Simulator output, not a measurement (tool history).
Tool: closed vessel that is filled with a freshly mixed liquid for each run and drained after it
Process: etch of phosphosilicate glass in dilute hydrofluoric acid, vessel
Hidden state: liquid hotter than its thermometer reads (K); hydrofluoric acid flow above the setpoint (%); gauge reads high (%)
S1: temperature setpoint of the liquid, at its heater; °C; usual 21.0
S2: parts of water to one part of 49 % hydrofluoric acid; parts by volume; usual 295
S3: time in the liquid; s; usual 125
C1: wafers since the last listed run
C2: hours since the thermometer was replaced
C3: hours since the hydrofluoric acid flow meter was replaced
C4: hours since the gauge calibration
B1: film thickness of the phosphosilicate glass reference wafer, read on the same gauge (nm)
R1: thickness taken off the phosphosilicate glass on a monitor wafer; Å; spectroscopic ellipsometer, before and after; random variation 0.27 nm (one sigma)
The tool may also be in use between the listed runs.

run	hour	S1	S2	S3	C1	C2	C3	C4	B1	R1
1	0.0	21.0	395	125	0	1847.1	496.3	22.0	130.03	338.8
2	6.8	21.0	395	125	896	1853.9	503.1	28.8	129.99	337.3
3	14.5	21.0	395	125	1015	1861.6	510.8	36.5	130.01	337.6
4	22.7	21.0	295	80	1081	1869.8	519.0	44.7	129.99	317.6
5	37.6	21.0	295	80	1964	1884.7	533.9	59.6	130.03	315.1
6	48.4	21.0	295	125	1424	1895.5	544.7	70.4	130.01	492.0
# hour 52.5: thermometer replaced
7	57.6	21.0	295	125	1081	5.1	553.9	79.6	129.99	497.3
8	70.8	21.0	295	125	1740	18.3	567.1	92.8	130.01	499.3
9	76.9	17.5	295	95	804	24.4	573.2	98.9	130.00	329.4
10	83.1	21.0	395	125	817	30.6	579.4	105.1	130.01	342.8
11	93.0	17.0	295	160	1305	40.5	589.3	115.0	129.98	550.9
# hour 96.6: gauge calibrated
12	106.8	23.5	200	125	1819	54.3	603.1	10.2	129.99	875.9
13	113.8	21.0	410	125	923	61.3	610.1	17.2	130.01	327.5
# hour 116.7: hydrofluoric acid flow meter replaced
14	119.8	17.5	165	170	659	67.3	3.1	23.2	130.01	1041.3
15	132.1	21.0	380	170	1622	79.6	15.4	35.5	130.00	433.2
16	147.9	21.0	160	165	2083	95.4	31.2	51.3	130.01	1209.8

5 ways to go on from here, each from the tool as it stands after run 16. What would each give?
A	148.6	24.0	295	125	92	96.1	31.9	52.0	?	?
B	148.6	25.0	435	125	92	96.1	31.9	52.0	?	?
C	148.6	17.5	205	105	92	96.1	31.9	52.0	?	?
D	148.6	24.0	170	125	92	96.1	31.9	52.0	?	?
E	148.6	25.0	360	125	92	96.1	31.9	52.0	?	?

run	B1	R1
A	130.01	490.9
B	130.01	302.5
C	130.01	506.8
D	130.01	968.8
E	130.01	391.2
Without the tool's hidden state the same runs would have given:
run	R1
A	482.2
B	296.8
C	498.5
D	952.9
E	384.0

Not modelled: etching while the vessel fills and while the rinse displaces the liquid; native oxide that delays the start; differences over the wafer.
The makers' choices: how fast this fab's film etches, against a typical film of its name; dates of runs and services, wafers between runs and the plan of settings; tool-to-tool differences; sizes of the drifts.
